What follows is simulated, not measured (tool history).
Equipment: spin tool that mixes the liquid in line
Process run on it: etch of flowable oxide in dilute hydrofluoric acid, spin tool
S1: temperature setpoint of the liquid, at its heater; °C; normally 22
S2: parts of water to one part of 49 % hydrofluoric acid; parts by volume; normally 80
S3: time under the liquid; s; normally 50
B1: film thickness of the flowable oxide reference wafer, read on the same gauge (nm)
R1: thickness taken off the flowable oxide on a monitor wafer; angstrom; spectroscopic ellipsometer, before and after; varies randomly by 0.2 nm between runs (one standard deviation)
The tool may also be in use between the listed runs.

{"run": 1, "hour": 0.0, "S1": 22, "S2": 80, "S3": 35, "B1": 80.05, "R1": 251.6}
{"run": 2, "hour": 44.3, "S1": 22, "S2": 80, "S3": 35, "B1": 79.99, "R1": 245.5}
{"run": 3, "hour": 75.1, "S1": 22, "S2": 80, "S3": 50, "B1": 80.01, "R1": 354.8}
{"run": 4, "hour": 118.4, "S1": 20.5, "S2": 95, "S3": 50, "B1": 79.96, "R1": 273.2}
{"run": 5, "hour": 156.1, "S1": 20.5, "S2": 95, "S3": 50, "B1": 80, "R1": 273.8}
{"run": 6, "hour": 225.7, "S1": 20.5, "S2": 80, "S3": 50, "B1": 80.01, "R1": 323.6}
{"run": 7, "hour": 294.4, "S1": 20.5, "S2": 80, "S3": 50, "B1": 79.98, "R1": 321.4}
{"run": 8, "hour": 487.4, "S1": 22, "S2": 60, "S3": 70, "B1": 80.01, "R1": 645.6}
{"run": 9, "hour": 548.1, "S1": 17, "S2": 80, "S3": 25, "B1": 79.96, "R1": 135.8}
{"hour": 573.3, "done": "hydrofluoric acid flow meter replaced"}
{"run": 10, "hour": 615.9, "S1": 22, "S2": 110, "S3": 30, "B1": 80.05, "R1": 149.2}
{"hour": 654.9, "done": "thermometer replaced"}
{"hour": 665.0, "done": "gauge calibrated"}
{"run": 11, "hour": 686.3, "S1": 22, "S2": 80, "S3": 50, "B1": 79.97, "R1": 353.9}
{"run": 12, "hour": 729.4, "S1": 18, "S2": 55, "S3": 60, "B1": 80, "R1": 533}
{"run": 13, "hour": 821.7, "S1": 22, "S2": 80, "S3": 50, "B1": 79.99, "R1": 347.2}
{"run": 14, "hour": 865.7, "S1": 19.5, "S2": 80, "S3": 50, "B1": 80.01, "R1": 311.7}

Below are 3 alternative next runs, each starting from the tool's condition after run 14. Predict each:
{"run": "A", "hour": 866.1, "S1": 22, "S2": 50, "S3": 50, "B1": "?", "R1": "?"}
{"run": "B", "hour": 866.1, "S1": 19.5, "S2": 100, "S3": 25, "B1": "?", "R1": "?"}
{"run": "C", "hour": 866.1, "S1": 19, "S2": 80, "S3": 40, "B1": "?", "R1": "?"}

run=A B1=80.02 R1=582
run=B B1=80.02 R1=123.4
run=C B1=80.02 R1=247.4
What these runs would have given with no unlogged condition in the tool:
run=A R1=603.9
run=B R1=128.3
run=C R1=257

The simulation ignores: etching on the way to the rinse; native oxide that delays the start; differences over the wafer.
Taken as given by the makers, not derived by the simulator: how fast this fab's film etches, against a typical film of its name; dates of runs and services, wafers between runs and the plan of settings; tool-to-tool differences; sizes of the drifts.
